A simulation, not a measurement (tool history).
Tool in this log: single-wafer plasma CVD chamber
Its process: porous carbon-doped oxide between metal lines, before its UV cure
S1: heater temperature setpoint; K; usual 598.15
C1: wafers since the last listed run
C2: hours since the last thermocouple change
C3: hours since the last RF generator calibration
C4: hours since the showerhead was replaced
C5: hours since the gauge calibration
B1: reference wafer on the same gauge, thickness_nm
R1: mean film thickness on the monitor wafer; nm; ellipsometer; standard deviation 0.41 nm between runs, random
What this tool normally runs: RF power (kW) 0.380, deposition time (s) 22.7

{"run": 1, "day": 0.0, "S1": 598.15, "RF power (kW)": 0.38, "deposition time (s)": 25.7, "C1": 0, "C2": 1035.3, "C3": 299.4, "C4": 2455.6, "C5": 257.6, "B1": 65.727, "R1": 90.21}
{"run": 2, "day": 0.621, "S1": 598.15, "RF power (kW)": 0.38, "deposition time (s)": 25.7, "C1": 508, "C2": 1050.2, "C3": 314.3, "C4": 2470.5, "C5": 272.5, "B1": 65.699, "R1": 89.756}
{"run": 3, "day": 1.871, "S1": 598.15, "RF power (kW)": 0.38, "deposition time (s)": 25.7, "C1": 1023, "C2": 1080.2, "C3": 344.3, "C4": 2500.5, "C5": 302.5, "B1": 65.694, "R1": 89.6}
{"run": 4, "day": 2.867, "S1": 598.15, "RF power (kW)": 0.38, "deposition time (s)": 22.7, "C1": 815, "C2": 1104.1, "C3": 368.2, "C4": 2524.4, "C5": 326.4, "B1": 65.712, "R1": 79.813}
{"run": 5, "day": 3.558, "S1": 598.15, "RF power (kW)": 0.38, "deposition time (s)": 22.7, "C1": 566, "C2": 1120.7, "C3": 384.8, "C4": 2541.0, "C5": 343.0, "B1": 65.687, "R1": 79.729}
{"run": 6, "day": 4.508, "S1": 598.15, "RF power (kW)": 0.38, "deposition time (s)": 22.7, "C1": 777, "C2": 1143.5, "C3": 407.6, "C4": 2563.8, "C5": 365.8, "B1": 65.736, "R1": 79.551}
{"run": 7, "day": 5.667, "S1": 598.15, "RF power (kW)": 0.38, "deposition time (s)": 22.7, "C1": 948, "C2": 1171.3, "C3": 435.4, "C4": 2591.6, "C5": 393.6, "B1": 65.722, "R1": 79.617}
{"run": 8, "day": 6.2, "S1": 598.15, "RF power (kW)": 0.38, "deposition time (s)": 22.7, "C1": 436, "C2": 1184.1, "C3": 448.2, "C4": 2604.4, "C5": 406.4, "B1": 65.722, "R1": 79.504}
{"run": 9, "day": 7.079, "S1": 598.15, "RF power (kW)": 0.38, "deposition time (s)": 22.7, "C1": 719, "C2": 1205.2, "C3": 469.3, "C4": 2625.5, "C5": 427.5, "B1": 65.725, "R1": 79.768}
{"run": 10, "day": 8.588, "S1": 598.15, "RF power (kW)": 0.38, "deposition time (s)": 22.7, "C1": 1235, "C2": 1241.4, "C3": 505.5, "C4": 2661.7, "C5": 463.7, "B1": 65.679, "R1": 78.807}
{"run": 11, "day": 9.462, "S1": 598.15, "RF power (kW)": 0.43, "deposition time (s)": 22.7, "C1": 716, "C2": 1262.4, "C3": 526.5, "C4": 2682.7, "C5": 484.7, "B1": 65.717, "R1": 84.534}
{"run": 12, "day": 10.704, "S1": 598.15, "RF power (kW)": 0.38, "deposition time (s)": 22.7, "C1": 1016, "C2": 1292.2, "C3": 556.3, "C4": 2712.5, "C5": 514.5, "B1": 65.703, "R1": 78.607}
{"run": 13, "day": 11.792, "S1": 598.15, "RF power (kW)": 0.38, "deposition time (s)": 22.7, "C1": 890, "C2": 1318.3, "C3": 582.4, "C4": 2738.6, "C5": 540.6, "B1": 65.794, "R1": 78.692}
{"day": 12.617, "done": "thermocouple changed; heater temperature recalibrated"}
{"run": 14, "day": 12.638, "S1": 598.15, "RF power (kW)": 0.34, "deposition time (s)": 25.3, "C1": 419, "C2": 0.5, "C3": 602.7, "C4": 2758.9, "C5": 560.9, "B1": 65.714, "R1": 83.095}
{"run": 15, "day": 12.925, "S1": 598.15, "RF power (kW)": 0.34, "deposition time (s)": 25.3, "C1": 235, "C2": 7.4, "C3": 609.6, "C4": 2765.8, "C5": 567.8, "B1": 65.711, "R1": 82.03}
{"run": 16, "day": 13.583, "S1": 598.15, "RF power (kW)": 0.36, "deposition time (s)": 22.7, "C1": 539, "C2": 23.2, "C3": 625.4, "C4": 2781.6, "C5": 583.6, "B1": 65.704, "R1": 76.237}
{"run": 17, "day": 14.254, "S1": 590.15, "RF power (kW)": 0.38, "deposition time (s)": 26.6, "C1": 549, "C2": 39.3, "C3": 641.5, "C4": 2797.7, "C5": 599.7, "B1": 65.717, "R1": 94.164}
{"run": 18, "day": 15.212, "S1": 598.15, "RF power (kW)": 0.38, "deposition time (s)": 18.8, "C1": 784, "C2": 62.3, "C3": 664.5, "C4": 2820.7, "C5": 622.7, "B1": 65.67, "R1": 65.758}
{"run": 19, "day": 16.296, "S1": 609.15, "RF power (kW)": 0.4, "deposition time (s)": 20.5, "C1": 887, "C2": 88.3, "C3": 690.5, "C4": 2846.7, "C5": 648.7, "B1": 65.727, "R1": 69.588}
{"run": 20, "day": 17.117, "S1": 587.15, "RF power (kW)": 0.38, "deposition time (s)": 21.2, "C1": 672, "C2": 108.0, "C3": 710.2, "C4": 2866.4, "C5": 668.4, "B1": 65.729, "R1": 76.745}
{"run": 21, "day": 18.179, "S1": 598.15, "RF power (kW)": 0.38, "deposition time (s)": 22.7, "C1": 870, "C2": 133.5, "C3": 735.7, "C4": 2891.9, "C5": 693.9, "B1": 65.696, "R1": 78.792}
{"day": 18.554, "done": "showerhead replaced"}
{"run": 22, "day": 19.512, "S1": 598.15, "RF power (kW)": 0.355, "deposition time (s)": 27.0, "C1": 818, "C2": 165.5, "C3": 767.7, "C4": 23.0, "C5": 725.9, "B1": 65.683, "R1": 88.977}
{"run": 23, "day": 20.792, "S1": 592.15, "RF power (kW)": 0.38, "deposition time (s)": 22.7, "C1": 1047, "C2": 196.2, "C3": 798.4, "C4": 53.7, "C5": 756.6, "B1": 65.667, "R1": 80.019}
{"day": 21.1, "done": "gauge calibrated"}
{"run": 24, "day": 21.583, "S1": 598.15, "RF power (kW)": 0.42, "deposition time (s)": 22.7, "C1": 648, "C2": 215.2, "C3": 817.4, "C4": 72.7, "C5": 11.6, "B1": 65.691, "R1": 82.452}
{"day": 22.658, "done": "RF generator calibrated"}
{"run": 25, "day": 22.762, "S1": 598.15, "RF power (kW)": 0.38, "deposition time (s)": 22.7, "C1": 692, "C2": 243.5, "C3": 2.5, "C4": 101.0, "C5": 39.9, "B1": 65.716, "R1": 81.447}
{"run": 26, "day": 23.708, "S1": 598.15, "RF power (kW)": 0.38, "deposition time (s)": 22.7, "C1": 774, "C2": 266.2, "C3": 25.2, "C4": 123.7, "C5": 62.6, "B1": 65.666, "R1": 80.614}
{"run": 27, "day": 25.096, "S1": 598.15, "RF power (kW)": 0.38, "deposition time (s)": 22.7, "C1": 1136, "C2": 299.5, "C3": 58.5, "C4": 157.0, "C5": 95.9, "B1": 65.719, "R1": 80.879}
{"run": 28, "day": 26.4, "S1": 583.15, "RF power (kW)": 0.44, "deposition time (s)": 22.7, "C1": 1067, "C2": 330.8, "C3": 89.8, "C4": 188.3, "C5": 127.2, "B1": 65.657, "R1": 94.685}
{"run": 29, "day": 27.283, "S1": 598.15, "RF power (kW)": 0.38, "deposition time (s)": 22.7, "C1": 723, "C2": 352.0, "C3": 111.0, "C4": 209.5, "C5": 148.4, "B1": 65.669, "R1": 80.71}
{"run": 30, "day": 27.85, "S1": 598.15, "RF power (kW)": 0.34, "deposition time (s)": 25.3, "C1": 464, "C2": 365.6, "C3": 124.6, "C4": 223.1, "C5": 162.0, "B1": 65.662, "R1": 84.534}
{"run": 31, "day": 28.425, "S1": 605.15, "RF power (kW)": 0.35, "deposition time (s)": 24.9, "C1": 470, "C2": 379.4, "C3": 138.4, "C4": 236.9, "C5": 175.8, "B1": 65.683, "R1": 82.909}
{"run": 32, "day": 29.188, "S1": 598.15, "RF power (kW)": 0.34, "deposition time (s)": 25.1, "C1": 624, "C2": 397.7, "C3": 156.7, "C4": 255.2, "C5": 194.1, "B1": 65.717, "R1": 83.93}
{"run": 33, "day": 30.567, "S1": 612.15, "RF power (kW)": 0.38, "deposition time (s)": 18.9, "C1": 1129, "C2": 430.8, "C3": 189.8, "C4": 288.3, "C5": 227.2, "B1": 65.709, "R1": 63.34}

Below are 5 alternative next runs, each starting from the tool's condition after run 33. Predict each:
{"run": "A", "day": 30.583, "S1": 588.15, "RF power (kW)": 0.38, "deposition time (s)": 22.7, "C1": 13, "C2": 431.2, "C3": 190.2, "C4": 288.7, "C5": 227.6, "B1": "?", "R1": "?"}
{"run": "B", "day": 30.583, "S1": 610.15, "RF power (kW)": 0.335, "deposition time (s)": 25.5, "C1": 13, "C2": 431.2, "C3": 190.2, "C4": 288.7, "C5": 227.6, "B1": "?", "R1": "?"}
{"run": "C", "day": 30.583, "S1": 584.15, "RF power (kW)": 0.32, "deposition time (s)": 20.9, "C1": 13, "C2": 431.2, "C3": 190.2, "C4": 288.7, "C5": 227.6, "B1": "?", "R1": "?"}
{"run": "D", "day": 30.583, "S1": 598.15, "RF power (kW)": 0.41, "deposition time (s)": 22.7, "C1": 13, "C2": 431.2, "C3": 190.2, "C4": 288.7, "C5": 227.6, "B1": "?", "R1": "?"}
{"run": "E", "day": 30.583, "S1": 598.15, "RF power (kW)": 0.38, "deposition time (s)": 25.0, "C1": 13, "C2": 431.2, "C3": 190.2, "C4": 288.7, "C5": 227.6, "B1": "?", "R1": "?"}

run=A B1=65.712 R1=83.628
run=B B1=65.712 R1=79.809
run=C B1=65.712 R1=71.983
run=D B1=65.712 R1=83.284
run=E B1=65.712 R1=87.830
The same runs, with their run-to-run variation unchanged, on a tool lacking any hidden condition would have given:
run=A R1=84.491
run=B R1=80.633
run=C R1=72.726
run=D R1=84.115
run=E R1=88.736
